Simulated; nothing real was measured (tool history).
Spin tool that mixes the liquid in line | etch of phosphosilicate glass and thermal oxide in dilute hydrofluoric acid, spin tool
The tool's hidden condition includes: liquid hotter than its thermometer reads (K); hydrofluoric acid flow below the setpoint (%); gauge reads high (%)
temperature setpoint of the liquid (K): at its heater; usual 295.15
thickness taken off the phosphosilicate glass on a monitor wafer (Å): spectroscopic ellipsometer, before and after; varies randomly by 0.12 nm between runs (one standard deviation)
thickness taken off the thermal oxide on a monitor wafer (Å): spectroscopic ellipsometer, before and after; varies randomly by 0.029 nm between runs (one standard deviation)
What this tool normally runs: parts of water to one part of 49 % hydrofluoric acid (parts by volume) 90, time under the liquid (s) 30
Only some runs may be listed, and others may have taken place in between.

run	hour	temperature setpoint of the liquid (K)	parts of water to one part of 49 % hydrofluoric acid (parts by volume)	time under the liquid (s)	wafers since the last listed run	hours since the thermometer was replaced	hours since the hydrofluoric acid flow meter was replaced	hours since the gauge calibration	read-back film thickness of the phosphosilicate glass reference wafer, read on the same gauge (nm)	read-back film thickness of the thermal oxide reference wafer, read on the same gauge (nm)	thickness taken off the phosphosilicate glass on a monitor wafer (Å)	thickness taken off the thermal oxide on a monitor wafer (Å)
1	0.0	295.15	90	30	0	2567.8	1956.5	612.3	50.01	69.979	308.0	15.11
2	99.5	295.15	90	30	1693	2667.3	2056.0	711.8	49.99	69.995	310.2	15.92
3	156.9	295.15	90	15	977	2724.7	2113.4	769.2	50.01	70.021	155.0	7.94
4	246.5	295.15	90	15	1525	2814.3	2203.0	858.8	49.99	70.001	156.9	7.90
5	342.8	295.15	90	15	1639	2910.6	2299.3	955.1	50.01	70.019	156.0	8.08
# hour 378.9: hydrofluoric acid flow meter replaced
# hour 379.6: gauge calibrated
6	402.7	295.15	110	30	1002	2970.5	23.8	23.1	49.97	70.000	249.1	12.65
7	485.6	295.15	110	30	1411	3053.4	106.7	106.0	49.97	70.008	249.1	12.49
# hour 530.4: thermometer replaced
8	535.5	295.15	55	40	832	5.1	156.6	155.9	50.01	69.940	754.1	37.86

Expected results for the next run?
9	611.6	291.15	110	30	1295	81.2	232.7	232.0	?	?	?	?

Run 9 measured read-back film thickness of the phosphosilicate glass reference wafer, read on the same gauge (nm) 50.00, read-back film thickness of the thermal oxide reference wafer, read on the same gauge (nm) 70.036, thickness taken off the phosphosilicate glass on a monitor wafer (Å) 223.0, thickness taken off the thermal oxide on a monitor wafer (Å) 11.50.
On a tool with no hidden condition, and with the same random variation, this run would have come out at thickness taken off the phosphosilicate glass on a monitor wafer (Å) 195.6, thickness taken off the thermal oxide on a monitor wafer (Å) 10.09.

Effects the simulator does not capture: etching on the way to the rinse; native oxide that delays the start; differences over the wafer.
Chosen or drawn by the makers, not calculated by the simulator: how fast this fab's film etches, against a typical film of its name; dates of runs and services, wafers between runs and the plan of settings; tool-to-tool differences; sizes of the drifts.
